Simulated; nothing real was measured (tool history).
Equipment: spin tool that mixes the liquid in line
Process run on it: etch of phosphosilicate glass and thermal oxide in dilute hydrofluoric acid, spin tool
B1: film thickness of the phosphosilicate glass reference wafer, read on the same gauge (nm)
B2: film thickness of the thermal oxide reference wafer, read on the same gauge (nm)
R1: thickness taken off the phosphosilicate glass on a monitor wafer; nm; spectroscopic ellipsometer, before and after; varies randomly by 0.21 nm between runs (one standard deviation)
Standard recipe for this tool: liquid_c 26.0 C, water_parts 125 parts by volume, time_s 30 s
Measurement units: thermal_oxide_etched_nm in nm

{"run": 1, "hour": 0.0, "liquid_c": 26.0, "water_parts": 125, "time_s": 30, "B1": 49.98, "B2": 89.979, "R1": 27.98, "thermal_oxide_etched_nm": 1.474}
{"run": 2, "hour": 50.3, "liquid_c": 22.5, "water_parts": 125, "time_s": 30, "B1": 50.01, "B2": 90.011, "R1": 24.48, "thermal_oxide_etched_nm": 1.32}
{"run": 3, "hour": 98.4, "liquid_c": 22.5, "water_parts": 125, "time_s": 30, "B1": 49.99, "B2": 90.017, "R1": 24.52, "thermal_oxide_etched_nm": 1.239}
{"run": 4, "hour": 150.5, "liquid_c": 24.5, "water_parts": 125, "time_s": 30, "B1": 49.99, "B2": 89.984, "R1": 26.97, "thermal_oxide_etched_nm": 1.362}
{"run": 5, "hour": 200.1, "liquid_c": 24.5, "water_parts": 125, "time_s": 30, "B1": 50.0, "B2": 89.989, "R1": 26.86, "thermal_oxide_etched_nm": 1.404}
{"run": 6, "hour": 231.6, "liquid_c": 24.5, "water_parts": 125, "time_s": 30, "B1": 50.01, "B2": 90.009, "R1": 27.08, "thermal_oxide_etched_nm": 1.381}
{"run": 7, "hour": 262.5, "liquid_c": 26.0, "water_parts": 125, "time_s": 30, "B1": 49.99, "B2": 89.979, "R1": 28.74, "thermal_oxide_etched_nm": 1.479}
{"run": 8, "hour": 314.1, "liquid_c": 26.0, "water_parts": 125, "time_s": 30, "B1": 50.0, "B2": 90.006, "R1": 29.07, "thermal_oxide_etched_nm": 1.447}
{"run": 9, "hour": 516.2, "liquid_c": 26.0, "water_parts": 125, "time_s": 30, "B1": 50.01, "B2": 89.984, "R1": 29.6, "thermal_oxide_etched_nm": 1.553}
{"run": 10, "hour": 567.3, "liquid_c": 26.0, "water_parts": 125, "time_s": 30, "B1": 50.03, "B2": 90.008, "R1": 30.3, "thermal_oxide_etched_nm": 1.514}
{"run": 11, "hour": 609.5, "liquid_c": 22.0, "water_parts": 95, "time_s": 30, "B1": 49.96, "B2": 89.993, "R1": 35.37, "thermal_oxide_etched_nm": 1.775}
{"hour": 623.1, "done": "hydrofluoric acid flow meter replaced"}
{"run": 12, "hour": 671.7, "liquid_c": 22.0, "water_parts": 95, "time_s": 30, "B1": 50.01, "B2": 90.013, "R1": 31.91, "thermal_oxide_etched_nm": 1.632}
{"hour": 697.1, "done": "thermometer replaced"}
{"run": 13, "hour": 733.3, "liquid_c": 26.0, "water_parts": 125, "time_s": 30, "B1": 49.99, "B2": 89.984, "R1": 24.81, "thermal_oxide_etched_nm": 1.202}
{"hour": 734.2, "done": "gauge calibrated"}
{"run": 14, "hour": 798.1, "liquid_c": 29.5, "water_parts": 150, "time_s": 20, "B1": 50.0, "B2": 89.987, "R1": 15.04, "thermal_oxide_etched_nm": 0.783}
{"run": 15, "hour": 852.0, "liquid_c": 22.5, "water_parts": 125, "time_s": 30, "B1": 49.99, "B2": 90.004, "R1": 21.84, "thermal_oxide_etched_nm": 1.13}
{"run": 16, "hour": 913.2, "liquid_c": 29.5, "water_parts": 85, "time_s": 30, "B1": 49.97, "B2": 90.014, "R1": 44.66, "thermal_oxide_etched_nm": 2.206}
{"run": 17, "hour": 970.1, "liquid_c": 26.0, "water_parts": 125, "time_s": 30, "B1": 50.0, "B2": 89.977, "R1": 25.19, "thermal_oxide_etched_nm": 1.288}
{"run": 18, "hour": 999.7, "liquid_c": 26.0, "water_parts": 160, "time_s": 40, "B1": 50.01, "B2": 89.971, "R1": 25.4, "thermal_oxide_etched_nm": 1.348}
{"run": 19, "hour": 1062.9, "liquid_c": 24.0, "water_parts": 125, "time_s": 50, "B1": 50.01, "B2": 89.999, "R1": 38.8, "thermal_oxide_etched_nm": 2.029}
{"run": 20, "hour": 1130.5, "liquid_c": 22.5, "water_parts": 145, "time_s": 45, "B1": 50.0, "B2": 89.992, "R1": 29.05, "thermal_oxide_etched_nm": 1.429}
{"run": 21, "hour": 1164.1, "liquid_c": 26.0, "water_parts": 125, "time_s": 35, "B1": 49.99, "B2": 90.038, "R1": 30.55, "thermal_oxide_etched_nm": 1.53}
{"run": 22, "hour": 1220.6, "liquid_c": 24.0, "water_parts": 125, "time_s": 30, "B1": 50.0, "B2": 90.002, "R1": 24.28, "thermal_oxide_etched_nm": 1.253}
{"run": 23, "hour": 1268.0, "liquid_c": 26.0, "water_parts": 125, "time_s": 30, "B1": 50.02, "B2": 89.985, "R1": 26.47, "thermal_oxide_etched_nm": 1.307}
{"run": 24, "hour": 1301.9, "liquid_c": 26.0, "water_parts": 125, "time_s": 40, "B1": 50.02, "B2": 89.989, "R1": 35.07, "thermal_oxide_etched_nm": 1.868}
{"run": 25, "hour": 1326.1, "liquid_c": 26.0, "water_parts": 145, "time_s": 40, "B1": 49.99, "B2": 90.016, "R1": 30.16, "thermal_oxide_etched_nm": 1.576}

Branching from run 25: 5 alternative next runs. What would each branch give?
{"run": "A", "hour": 1326.5, "liquid_c": 26.0, "water_parts": 155, "time_s": 30, "B1": "?", "B2": "?", "R1": "?", "thermal_oxide_etched_nm": "?"}
{"run": "B", "hour": 1326.5, "liquid_c": 26.0, "water_parts": 125, "time_s": 15, "B1": "?", "B2": "?", "R1": "?", "thermal_oxide_etched_nm": "?"}
{"run": "C", "hour": 1326.5, "liquid_c": 23.0, "water_parts": 145, "time_s": 40, "B1": "?", "B2": "?", "R1": "?", "thermal_oxide_etched_nm": "?"}
{"run": "D", "hour": 1326.5, "liquid_c": 22.0, "water_parts": 125, "time_s": 30, "B1": "?", "B2": "?", "R1": "?", "thermal_oxide_etched_nm": "?"}
{"run": "E", "hour": 1326.5, "liquid_c": 30.0, "water_parts": 100, "time_s": 45, "B1": "?", "B2": "?", "R1": "?", "thermal_oxide_etched_nm": "?"}

run=A B1=49.98 B2=89.967 R1=20.64 thermal_oxide_etched_nm=1.104
run=B B1=49.98 B2=89.967 R1=13.25 thermal_oxide_etched_nm=0.709
run=C B1=49.98 B2=89.967 R1=26.54 thermal_oxide_etched_nm=1.420
run=D B1=49.98 B2=89.967 R1=22.69 thermal_oxide_etched_nm=1.214
run=E B1=49.98 B2=89.967 R1=59.67 thermal_oxide_etched_nm=3.192
Had the tool no hidden state, the same runs would have come out as:
run=A R1=18.37 thermal_oxide_etched_nm=0.983
run=B R1=11.81 thermal_oxide_etched_nm=0.632
run=C R1=23.63 thermal_oxide_etched_nm=1.264
run=D R1=20.22 thermal_oxide_etched_nm=1.081
run=E R1=53.26 thermal_oxide_etched_nm=2.849
